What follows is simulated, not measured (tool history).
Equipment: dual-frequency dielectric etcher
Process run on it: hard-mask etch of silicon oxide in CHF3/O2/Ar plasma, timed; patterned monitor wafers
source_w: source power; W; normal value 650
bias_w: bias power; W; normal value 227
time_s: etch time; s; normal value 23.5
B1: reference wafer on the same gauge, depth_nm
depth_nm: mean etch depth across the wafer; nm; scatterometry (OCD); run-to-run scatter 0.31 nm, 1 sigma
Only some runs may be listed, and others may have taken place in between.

run 1 hour=0 | source_w=650 bias_w=227 time_s=23.5 | B1=53.7 | depth_nm=51.4
run 2 hour=9.6 | source_w=650 bias_w=227 time_s=23.5 | B1=53.5 | depth_nm=51.1
run 3 hour=15.7 | source_w=650 bias_w=227 time_s=23.5 | B1=53.7 | depth_nm=50.9
run 4 hour=23.2 | source_w=650 bias_w=227 time_s=23.5 | B1=53.6 | depth_nm=50.8
run 5 hour=40.8 | source_w=650 bias_w=227 time_s=23.5 | B1=53.6 | depth_nm=50.9
run 6 hour=57.1 | source_w=650 bias_w=227 time_s=23.5 | B1=53.6 | depth_nm=50.7
run 7 hour=64.7 | source_w=650 bias_w=227 time_s=23.5 | B1=53.6 | depth_nm=51
run 8 hour=76.2 | source_w=650 bias_w=227 time_s=20 | B1=53.5 | depth_nm=43
run 9 hour=93.3 | source_w=650 bias_w=227 time_s=20 | B1=53.6 | depth_nm=42.6
-- hour=119.6 wet clean of the chamber
run 10 hour=120.1 | source_w=650 bias_w=227 time_s=23.5 | B1=53.7 | depth_nm=53.6
run 11 hour=120.4 | source_w=650 bias_w=227 time_s=23.5 | B1=53.6 | depth_nm=53.5
run 12 hour=123.3 | source_w=750 bias_w=184 time_s=23.5 | B1=53.6 | depth_nm=53
-- hour=131 bias power generator calibrated
run 13 hour=136.7 | source_w=750 bias_w=184 time_s=23.5 | B1=53.6 | depth_nm=53
run 14 hour=148 | source_w=650 bias_w=227 time_s=23.5 | B1=53.6 | depth_nm=54
-- hour=164.3 gauge calibrated
-- hour=174.1 upper electrode replaced
run 15 hour=174.6 | source_w=800 bias_w=247 time_s=23.5 | B1=53.7 | depth_nm=57.5
run 16 hour=175 | source_w=720 bias_w=227 time_s=29.5 | B1=53.5 | depth_nm=69.3
run 17 hour=180.9 | source_w=720 bias_w=245 time_s=27 | B1=53.6 | depth_nm=63.7
run 18 hour=190.8 | source_w=700 bias_w=227 time_s=21 | B1=53.7 | depth_nm=48.9
run 19 hour=202.8 | source_w=650 bias_w=227 time_s=23.5 | B1=53.7 | depth_nm=52.7
run 20 hour=217.1 | source_w=650 bias_w=203 time_s=18 | B1=53.6 | depth_nm=39.6
run 21 hour=226.6 | source_w=650 bias_w=227 time_s=23.5 | B1=53.6 | depth_nm=52.5
-- hour=243.7 source power generator calibrated
run 22 hour=244.2 | source_w=650 bias_w=227 time_s=26.5 | B1=53.7 | depth_nm=59.7
run 23 hour=258.6 | source_w=650 bias_w=227 time_s=19 | B1=53.7 | depth_nm=42.6
run 24 hour=274.1 | source_w=490 bias_w=247 time_s=19.5 | B1=53.7 | depth_nm=41.1
run 25 hour=281.5 | source_w=650 bias_w=227 time_s=23.5 | B1=53.6 | depth_nm=52.6
run 26 hour=289.7 | source_w=650 bias_w=263 time_s=23.5 | B1=53.6 | depth_nm=54.5
run 27 hour=304.7 | source_w=600 bias_w=284 time_s=29 | B1=53.6 | depth_nm=66.8
run 28 hour=321.4 | source_w=650 bias_w=200 time_s=18 | B1=53.6 | depth_nm=39.1
run 29 hour=338.9 | source_w=750 bias_w=263 time_s=17 | B1=53.5 | depth_nm=40.6

Table of differences, measured result less the result of that run with no hidden state. Run-to-run variation is the same in both. Gauge scatter possibly is not:
What the log doesn't record here: etch rate over this chamber's usual, %; source power that arrives over what is set, %; bias power that arrives over what is set, %; gauge reads high (%).
run=1 depth_nm=-2.9
run=2 depth_nm=-3
run=3 depth_nm=-2.9
run=4 depth_nm=-3
run=5 depth_nm=-3.1
run=6 depth_nm=-3.2
run=7 depth_nm=-3.3
run=8 depth_nm=-2.8
run=9 depth_nm=-2.9
run=10 depth_nm=-0.6
run=11 depth_nm=-0.6
run=12 depth_nm=-0.6
run=13 depth_nm=-0.6
run=14 depth_nm=-0.6
run=15 depth_nm=-0.9
run=16 depth_nm=-1.1
run=17 depth_nm=-1
run=18 depth_nm=-0.8
run=19 depth_nm=-1
run=20 depth_nm=-0.8
run=21 depth_nm=-1.1
run=22 depth_nm=-1.3
run=23 depth_nm=-1
run=24 depth_nm=-1.1
run=25 depth_nm=-1.4
run=26 depth_nm=-1.5
run=27 depth_nm=-2
run=28 depth_nm=-1.2
run=29 depth_nm=-1.4

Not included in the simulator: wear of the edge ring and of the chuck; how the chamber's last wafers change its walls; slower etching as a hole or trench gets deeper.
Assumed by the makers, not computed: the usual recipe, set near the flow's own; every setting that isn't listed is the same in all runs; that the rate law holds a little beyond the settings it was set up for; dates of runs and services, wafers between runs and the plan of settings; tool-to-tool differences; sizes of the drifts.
